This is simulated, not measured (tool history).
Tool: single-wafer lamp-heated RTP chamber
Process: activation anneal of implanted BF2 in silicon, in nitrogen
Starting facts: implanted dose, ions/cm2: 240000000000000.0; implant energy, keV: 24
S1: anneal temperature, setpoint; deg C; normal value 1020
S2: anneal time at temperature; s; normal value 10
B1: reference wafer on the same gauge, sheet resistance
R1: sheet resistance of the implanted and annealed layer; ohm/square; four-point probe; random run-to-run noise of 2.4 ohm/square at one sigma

run	hour	S1	S2	B1	R1
1	0	1020	10	423.01	500.19
# hour 83.1: reflector plate cleaned
2	223.1	1001	10	424.7	503.07
3	296.9	1020	10	425.44	502.06
# hour 310.1: pyrometer window cleaned and pyrometer calibrated
4	397.6	1020	10	426.92	499.93
5	493.8	1020	10	427.7	507.33
6	593.5	1020	5	428.83	505.83
7	701	1020	5	429.52	510.04
8	806.3	1020	10	430.86	509.01
9	843.6	1020	10	430.47	512.73
10	883.8	1020	14	431	503.62
# hour 904.9: reflector plate cleaned
# hour 1034.3: pyrometer window cleaned and pyrometer calibrated
11	1199.3	1020	14	433.38	513.24
12	1285.6	1020	10	436.01	515.76
13	1369.8	1020	10	436.14	519.47
14	1466.3	1032	5	436.89	522.69
15	1544.5	1008	5	437.77	519.89
# hour 1573.6: gauge calibrated
# hour 1605.5: reflector plate cleaned
16	1606	1010	14	411.15	486.39
17	1638	1020	10	411.22	490.49
18	1723.2	1003	10	412.61	488.47
19	1775.9	1044	7	412.41	489.78
# hour 1812.2: pyrometer window cleaned and pyrometer calibrated
20	1845.9	1047	10	413.8	494.08
21	1939.7	1020	10	414.25	491.1
22	2033.1	1045	15	416.5	487.9
23	2105.6	1020	10	416.42	491.12
24	2156	1020	10	416.02	491.51

Estimate the outcome of run 25 from the log above:
25	2243.7	1032	13	?	?

B1: 417.21
R1: 491.09 ohm/square
Take away the tool's hidden state, keep the run-to-run variation as it was, and the same run would have given R1 485.96 ohm/square.

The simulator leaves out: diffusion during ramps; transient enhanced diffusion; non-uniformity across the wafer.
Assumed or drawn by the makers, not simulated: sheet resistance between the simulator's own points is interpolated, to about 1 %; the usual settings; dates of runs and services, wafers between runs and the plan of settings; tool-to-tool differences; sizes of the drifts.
